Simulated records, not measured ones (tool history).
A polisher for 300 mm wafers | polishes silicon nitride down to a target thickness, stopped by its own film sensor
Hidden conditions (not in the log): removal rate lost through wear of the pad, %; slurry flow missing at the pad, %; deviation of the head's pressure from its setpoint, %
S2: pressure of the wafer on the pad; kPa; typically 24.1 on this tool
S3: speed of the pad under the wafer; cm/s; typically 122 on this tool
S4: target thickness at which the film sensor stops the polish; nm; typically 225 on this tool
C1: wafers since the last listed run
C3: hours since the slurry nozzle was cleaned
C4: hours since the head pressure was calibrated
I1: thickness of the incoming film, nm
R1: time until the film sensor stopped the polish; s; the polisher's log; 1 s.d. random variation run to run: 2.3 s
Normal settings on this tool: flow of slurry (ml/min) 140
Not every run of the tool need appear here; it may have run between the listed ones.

run 1 hour=0.0 | flow_of_slurry_(ml/min)=140 S2=24.1 S3=122 S4=225 | C1=0 wafers_polished_on_this_pad=1603 C3=100.7 C4=903.0 | I1=501.1 | R1=120.0
run 2 hour=91.1 | flow_of_slurry_(ml/min)=110 S2=24.1 S3=122 S4=225 | C1=487 wafers_polished_on_this_pad=2091 C3=191.8 C4=994.1 | I1=500.0 | R1=123.1
run 3 hour=175.8 | flow_of_slurry_(ml/min)=110 S2=24.1 S3=122 S4=225 | C1=453 wafers_polished_on_this_pad=2544 C3=276.5 C4=1078.8 | I1=491.9 | R1=124.4
run 4 hour=409.9 | flow_of_slurry_(ml/min)=140 S2=21.4 S3=122 S4=168 | C1=1252 wafers_polished_on_this_pad=3797 C3=510.6 C4=1312.9 | I1=511.1 | R1=177.5
-- hour=428.7 worn pad replaced by a new one
run 5 hour=481.5 | flow_of_slurry_(ml/min)=140 S2=21.4 S3=122 S4=168 | C1=361 wafers_polished_on_this_pad=282 C3=582.2 C4=1384.5 | I1=499.6 | R1=177.3
run 6 hour=540.8 | flow_of_slurry_(ml/min)=140 S2=24.1 S3=122 S4=225 | C1=317 wafers_polished_on_this_pad=600 C3=641.5 C4=1443.8 | I1=497.1 | R1=132.6
-- hour=544.8 head pressure recalibrated
-- hour=572.8 slurry nozzle cleaned
run 7 hour=632.5 | flow_of_slurry_(ml/min)=140 S2=24.1 S3=122 S4=225 | C1=474 wafers_polished_on_this_pad=1074 C3=59.7 C4=87.7 | I1=496.4 | R1=112.8
run 8 hour=685.3 | flow_of_slurry_(ml/min)=140 S2=24.1 S3=122 S4=225 | C1=282 wafers_polished_on_this_pad=1357 C3=112.5 C4=140.5 | I1=504.8 | R1=117.5
run 9 hour=753.5 | flow_of_slurry_(ml/min)=140 S2=24.1 S3=122 S4=225 | C1=365 wafers_polished_on_this_pad=1722 C3=180.7 C4=208.7 | I1=504.2 | R1=123.2
run 10 hour=835.0 | flow_of_slurry_(ml/min)=160 S2=24.1 S3=122 S4=225 | C1=436 wafers_polished_on_this_pad=2158 C3=262.2 C4=290.2 | I1=498.3 | R1=109.0
run 11 hour=885.1 | flow_of_slurry_(ml/min)=160 S2=24.1 S3=122 S4=225 | C1=268 wafers_polished_on_this_pad=2426 C3=312.3 C4=340.3 | I1=507.8 | R1=119.3
run 12 hour=981.8 | flow_of_slurry_(ml/min)=160 S2=24.1 S3=122 S4=225 | C1=517 wafers_polished_on_this_pad=2944 C3=409.0 C4=437.0 | I1=503.4 | R1=120.3
run 13 hour=1084.1 | flow_of_slurry_(ml/min)=140 S2=24.1 S3=122 S4=225 | C1=547 wafers_polished_on_this_pad=3492 C3=511.3 C4=539.3 | I1=494.8 | R1=122.8
-- hour=1132.6 worn pad replaced by a new one
run 14 hour=1150.3 | flow_of_slurry_(ml/min)=140 S2=24.1 S3=122 S4=225 | C1=332 wafers_polished_on_this_pad=94 C3=577.5 C4=605.5 | I1=499.7 | R1=126.5
-- hour=1237.4 slurry nozzle cleaned
run 15 hour=1240.6 | flow_of_slurry_(ml/min)=140 S2=24.1 S3=122 S4=225 | C1=477 wafers_polished_on_this_pad=572 C3=3.2 C4=695.8 | I1=508.0 | R1=117.6
run 16 hour=1291.3 | flow_of_slurry_(ml/min)=155 S2=17.2 S3=122 S4=225 | C1=271 wafers_polished_on_this_pad=844 C3=53.9 C4=746.5 | I1=503.5 | R1=156.0
run 17 hour=1335.7 | flow_of_slurry_(ml/min)=110 S2=24.1 S3=122 S4=225 | C1=237 wafers_polished_on_this_pad=1081 C3=98.3 C4=790.9 | I1=501.3 | R1=122.7
run 18 hour=1399.9 | flow_of_slurry_(ml/min)=140 S2=24.1 S3=122 S4=225 | C1=343 wafers_polished_on_this_pad=1425 C3=162.5 C4=855.1 | I1=498.8 | R1=117.0
run 19 hour=1448.4 | flow_of_slurry_(ml/min)=185 S2=24.1 S3=122 S4=225 | C1=259 wafers_polished_on_this_pad=1684 C3=211.0 C4=903.6 | I1=504.5 | R1=112.2
run 20 hour=1548.1 | flow_of_slurry_(ml/min)=190 S2=27.6 S3=122 S4=225 | C1=533 wafers_polished_on_this_pad=2218 C3=310.7 C4=1003.3 | I1=499.2 | R1=101.3
run 21 hour=1643.3 | flow_of_slurry_(ml/min)=110 S2=24.1 S3=122 S4=225 | C1=509 wafers_polished_on_this_pad=2728 C3=405.9 C4=1098.5 | I1=504.3 | R1=130.7
run 22 hour=1690.0 | flow_of_slurry_(ml/min)=140 S2=24.1 S3=160 S4=313 | C1=249 wafers_polished_on_this_pad=2978 C3=452.6 C4=1145.2 | I1=498.1 | R1=66.1
run 23 hour=1751.8 | flow_of_slurry_(ml/min)=190 S2=24.1 S3=122 S4=225 | C1=330 wafers_polished_on_this_pad=3308 C3=514.4 C4=1207.0 | I1=500.6 | R1=117.2
run 24 hour=1823.4 | flow_of_slurry_(ml/min)=140 S2=20.7 S3=80 S4=225 | C1=383 wafers_polished_on_this_pad=3692 C3=586.0 C4=1278.6 | I1=498.8 | R1=204.5
-- hour=1861.9 slurry nozzle cleaned
run 25 hour=1872.0 | flow_of_slurry_(ml/min)=140 S2=24.1 S3=122 S4=225 | C1=254 wafers_polished_on_this_pad=3946 C3=10.1 C4=1327.2 | I1=495.2 | R1=112.1
-- hour=1898.6 worn pad replaced by a new one
run 26 hour=1920.4 | flow_of_slurry_(ml/min)=110 S2=24.1 S3=122 S4=225 | C1=237 wafers_polished_on_this_pad=116 C3=58.5 C4=1375.6 | I1=496.9 | R1=117.4
run 27 hour=1993.9 | flow_of_slurry_(ml/min)=95 S2=17.9 S3=122 S4=258 | C1=393 wafers_polished_on_this_pad=510 C3=132.0 C4=1449.1 | I1=499.2 | R1=151.6
-- hour=2077.0 head pressure recalibrated
run 28 hour=2083.7 | flow_of_slurry_(ml/min)=140 S2=18.6 S3=122 S4=225 | C1=469 wafers_polished_on_this_pad=980 C3=221.8 C4=6.7 | I1=498.4 | R1=149.2
run 29 hour=2315.3 | flow_of_slurry_(ml/min)=115 S2=24.1 S3=122 S4=261 | C1=1239 wafers_polished_on_this_pad=2219 C3=453.4 C4=238.3 | I1=509.5 | R1=122.0
run 30 hour=2374.3 | flow_of_slurry_(ml/min)=140 S2=24.1 S3=146 S4=225 | C1=315 wafers_polished_on_this_pad=2535 C3=512.4 C4=297.3 | I1=493.2 | R1=106.2
run 31 hour=2411.3 | flow_of_slurry_(ml/min)=100 S2=24.1 S3=122 S4=165 | C1=198 wafers_polished_on_this_pad=2733 C3=549.4 C4=334.3 | I1=504.0 | R1=175.5
run 32 hour=2494.6 | flow_of_slurry_(ml/min)=140 S2=26.9 S3=122 S4=225 | C1=445 wafers_polished_on_this_pad=3179 C3=632.7 C4=417.6 | I1=507.4 | R1=120.4
-- hour=2529.6 worn pad replaced by a new one
-- hour=2574.8 slurry nozzle cleaned
run 33 hour=2600.7 | flow_of_slurry_(ml/min)=180 S2=21.4 S3=122 S4=225 | C1=541 wafers_polished_on_this_pad=375 C3=25.9 C4=523.7 | I1=503.7 | R1=128.4
run 34 hour=2679.7 | flow_of_slurry_(ml/min)=140 S2=24.1 S3=122 S4=225 | C1=422 wafers_polished_on_this_pad=797 C3=104.9 C4=602.7 | I1=503.0 | R1=115.8
run 35 hour=2753.5 | flow_of_slurry_(ml/min)=140 S2=24.1 S3=122 S4=225 | C1=395 wafers_polished_on_this_pad=1192 C3=178.7 C4=676.5 | I1=494.9 | R1=114.6
run 36 hour=2821.9 | flow_of_slurry_(ml/min)=100 S2=17.9 S3=148 S4=165 | C1=366 wafers_polished_on_this_pad=1559 C3=247.1 C4=744.9 | I1=498.6 | R1=185.3
run 37 hour=2868.2 | flow_of_slurry_(ml/min)=115 S2=24.1 S3=122 S4=261 | C1=247 wafers_polished_on_this_pad=1806 C3=293.4 C4=791.2 | I1=497.7 | R1=104.7

Below, some changes in R1 between adjacent runs. For each, the amount present without the hidden state too (settings, incoming material, random variation) and the amount remaining for the hidden state with gauge scatter not shared by both compared results:
Run 6 -> 7: head pressure recalibrated, slurry nozzle cleaned. R1 -19.8 s: hidden state -16.6, all else -3.2.
Run 14 -> 15: slurry nozzle cleaned. R1 -8.9 s: hidden state -14.0, all else +5.1.
Run 23 -> 24: flow of slurry (ml/min) 190 -> 140, S2 24.1 -> 20.7, S3 122 -> 80. R1 +87.3 s: hidden state +14.0, all else +73.3.
Run 24 -> 25: S2 20.7 -> 24.1, S3 80 -> 122, slurry nozzle cleaned. R1 -92.4 s: hidden state -21.5, all else -70.9.
Run 36 -> 37: flow of slurry (ml/min) 100 -> 115, S2 17.9 -> 24.1, S3 148 -> 122, S4 165 -> 261. R1 -80.6 s: hidden state -5.1, all else -75.5.
